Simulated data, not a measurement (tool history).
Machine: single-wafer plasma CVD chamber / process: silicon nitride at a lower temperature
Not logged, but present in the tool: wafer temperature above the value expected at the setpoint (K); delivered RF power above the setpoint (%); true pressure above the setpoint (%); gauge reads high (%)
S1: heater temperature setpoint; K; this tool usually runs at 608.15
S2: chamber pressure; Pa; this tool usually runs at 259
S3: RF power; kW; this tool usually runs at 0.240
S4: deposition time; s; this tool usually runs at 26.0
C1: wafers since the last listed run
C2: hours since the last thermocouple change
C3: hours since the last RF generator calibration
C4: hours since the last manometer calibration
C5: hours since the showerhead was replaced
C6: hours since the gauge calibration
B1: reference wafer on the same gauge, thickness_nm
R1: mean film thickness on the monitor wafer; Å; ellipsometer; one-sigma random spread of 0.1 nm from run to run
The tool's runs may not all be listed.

Run 1, hour 0.0: usual settings; C1 0; C2 1385.9; C3 988.3; C4 1047.0; C5 2755.6; C6 1655.6; B1 27.826. Result: R1 298.81 Å.
Run 2, hour 74.7: usual settings but S4 28.8 s; C1 2189; C2 1460.6; C3 1063.0; C4 1121.7; C5 2830.3; C6 1730.3; B1 27.801. Result: R1 330.62 Å.
Run 3, hour 149.9: usual settings but S4 28.8 s; C1 2204; C2 1535.8; C3 1138.2; C4 1196.9; C5 2905.5; C6 1805.5; B1 27.825. Result: R1 331.70 Å.
Run 4, hour 203.4: usual settings; C1 1568; C2 1589.3; C3 1191.7; C4 1250.4; C5 2959.0; C6 1859.0; B1 27.785. Result: R1 298.89 Å.
Run 5, hour 292.4: usual settings but S1 619.15 K, S2 237 Pa, S3 0.285 kW, S4 22.5 s; C1 2608; C2 1678.3; C3 1280.7; C4 1339.4; C5 3048.0; C6 1948.0; B1 27.818. Result: R1 275.12 Å.
Run 6, hour 352.5: usual settings but S1 621.15 K, S2 204 Pa; C1 1761; C2 1738.4; C3 1340.8; C4 1399.5; C5 3108.1; C6 2008.1; B1 27.830. Result: R1 272.01 Å.
Run 7, hour 451.7: usual settings but S1 620.15 K, S3 0.275 kW; C1 2907; C2 1837.6; C3 1440.0; C4 1498.7; C5 3207.3; C6 2107.3; B1 27.805. Result: R1 323.40 Å.
Run 8, hour 503.3: usual settings; C1 1512; C2 1889.2; C3 1491.6; C4 1550.3; C5 3258.9; C6 2158.9; B1 27.777. Result: R1 300.85 Å.
Run 9, hour 584.3: usual settings but S2 315 Pa; C1 2374; C2 1970.2; C3 1572.6; C4 1631.3; C5 3339.9; C6 2239.9; B1 27.808. Result: R1 320.90 Å.
At hour 635.9: gauge calibrated.
Run 10, hour 684.7: usual settings but S4 27.5 s; C1 2943; C2 2070.6; C3 1673.0; C4 1731.7; C5 3440.3; C6 48.8; B1 27.787. Result: R1 318.93 Å.
Run 11, hour 769.5: usual settings; C1 2485; C2 2155.4; C3 1757.8; C4 1816.5; C5 3525.1; C6 133.6; B1 27.782. Result: R1 301.80 Å.
Run 12, hour 838.8: usual settings but S3 0.275 kW; C1 2031; C2 2224.7; C3 1827.1; C4 1885.8; C5 3594.4; C6 202.9; B1 27.782. Result: R1 325.71 Å.
At hour 1025.6: thermocouple changed; heater temperature recalibrated.
At hour 1049.6: showerhead replaced.
Run 13, hour 1100.8: usual settings but S3 0.225 kW, S4 27.3 s; C1 7211; C2 75.2; C3 2089.1; C4 2147.8; C5 51.2; C6 464.9; B1 27.795. Result: R1 308.72 Å.
Run 14, hour 1163.7: usual settings but S4 28.8 s; C1 1843; C2 138.1; C3 2152.0; C4 2210.7; C5 114.1; C6 527.8; B1 27.809. Result: R1 337.73 Å.
At hour 1191.1: RF generator calibrated.
At hour 1217.2: capacitance manometer re-zeroed and calibrated.
Run 15, hour 1217.7: usual settings but S2 305 Pa; C1 1113; C2 192.1; C3 26.6; C4 0.5; C5 168.1; C6 581.8; B1 27.818. Result: R1 313.78 Å.
Run 16, hour 1318.1: usual settings but S2 232 Pa, S3 0.280 kW; C1 2943; C2 292.5; C3 127.0; C4 100.9; C5 268.5; C6 682.2; B1 27.768. Result: R1 309.14 Å.
Run 17, hour 1371.4: usual settings but S2 235 Pa, S3 0.205 kW; C1 1562; C2 345.8; C3 180.3; C4 154.2; C5 321.8; C6 735.5; B1 27.807. Result: R1 263.71 Å.
Run 18, hour 1412.0: usual settings; C1 1190; C2 386.4; C3 220.9; C4 194.8; C5 362.4; C6 776.1; B1 27.789. Result: R1 296.20 Å.
Run 19, hour 1499.2: usual settings but S1 617.15 K, S2 281 Pa, S3 0.255 kW; C1 2556; C2 473.6; C3 308.1; C4 282.0; C5 449.6; C6 863.3; B1 27.803. Result: R1 314.21 Å.
Run 20, hour 1558.2: usual settings but S1 599.15 K; C1 1729; C2 532.6; C3 367.1; C4 341.0; C5 508.6; C6 922.3; B1 27.814. Result: R1 297.19 Å.
Run 21, hour 1597.4: usual settings but S1 600.15 K; C1 1149; C2 571.8; C3 406.3; C4 380.2; C5 547.8; C6 961.5; B1 27.803. Result: R1 297.46 Å.
Run 22, hour 1644.9: usual settings; C1 1392; C2 619.3; C3 453.8; C4 427.7; C5 595.3; C6 1009.0; B1 27.809. Result: R1 296.99 Å.
Run 23, hour 1696.5: usual settings but S1 598.15 K, S2 237 Pa; C1 1512; C2 670.9; C3 505.4; C4 479.3; C5 646.9; C6 1060.6; B1 27.801. Result: R1 287.13 Å.
Run 24, hour 1738.9: usual settings but S1 617.15 K; C1 1242; C2 713.3; C3 547.8; C4 521.7; C5 689.3; C6 1103.0; B1 27.802. Result: R1 294.32 Å.
Run 25, hour 1784.8: usual settings but S1 598.15 K, S2 288 Pa, S3 0.285 kW; C1 1345; C2 759.2; C3 593.7; C4 567.6; C5 735.2; C6 1148.9; B1 27.835. Result: R1 337.11 Å.
Run 26, hour 1851.9: usual settings but S1 614.15 K, S2 297 Pa, S3 0.220 kW, S4 20.8 s; C1 1966; C2 826.3; C3 660.8; C4 634.7; C5 802.3; C6 1216.0; B1 27.828. Result: R1 238.95 Å.
Run 27, hour 1932.7: usual settings; C1 2368; C2 907.1; C3 741.6; C4 715.5; C5 883.1; C6 1296.8; B1 27.808. Result: R1 295.34 Å.

Each row is a separate what-if for the run after 27, all from the same tool condition, not one after another. Results?
Run A, hour 1933.1: usual settings; C1 11; C2 907.5; C3 742.0; C4 715.9; C5 883.5; C6 1297.2; B1 ?. Result: R1 ?.
Run B, hour 1933.1: usual settings but S3 0.205 kW, S4 30.6 s; C1 11; C2 907.5; C3 742.0; C4 715.9; C5 883.5; C6 1297.2; B1 ?. Result: R1 ?.
Run C, hour 1933.1: usual settings but S2 243 Pa; C1 11; C2 907.5; C3 742.0; C4 715.9; C5 883.5; C6 1297.2; B1 ?. Result: R1 ?.
Run D, hour 1933.1: usual settings but S2 293 Pa; C1 11; C2 907.5; C3 742.0; C4 715.9; C5 883.5; C6 1297.2; B1 ?. Result: R1 ?.
Run E, hour 1933.1: usual settings but S2 208 Pa, S3 0.225 kW; C1 11; C2 907.5; C3 742.0; C4 715.9; C5 883.5; C6 1297.2; B1 ?. Result: R1 ?.

run      B1      R1
  A  27.789  296.23
  B  27.789  320.87
  C  27.789  289.24
  D  27.789  309.22
  E  27.789  262.97
Without the tool's hidden state the same runs would have given:
run      R1
  A  295.55
  B  320.13
  C  288.56
  D  308.53
  E  262.32
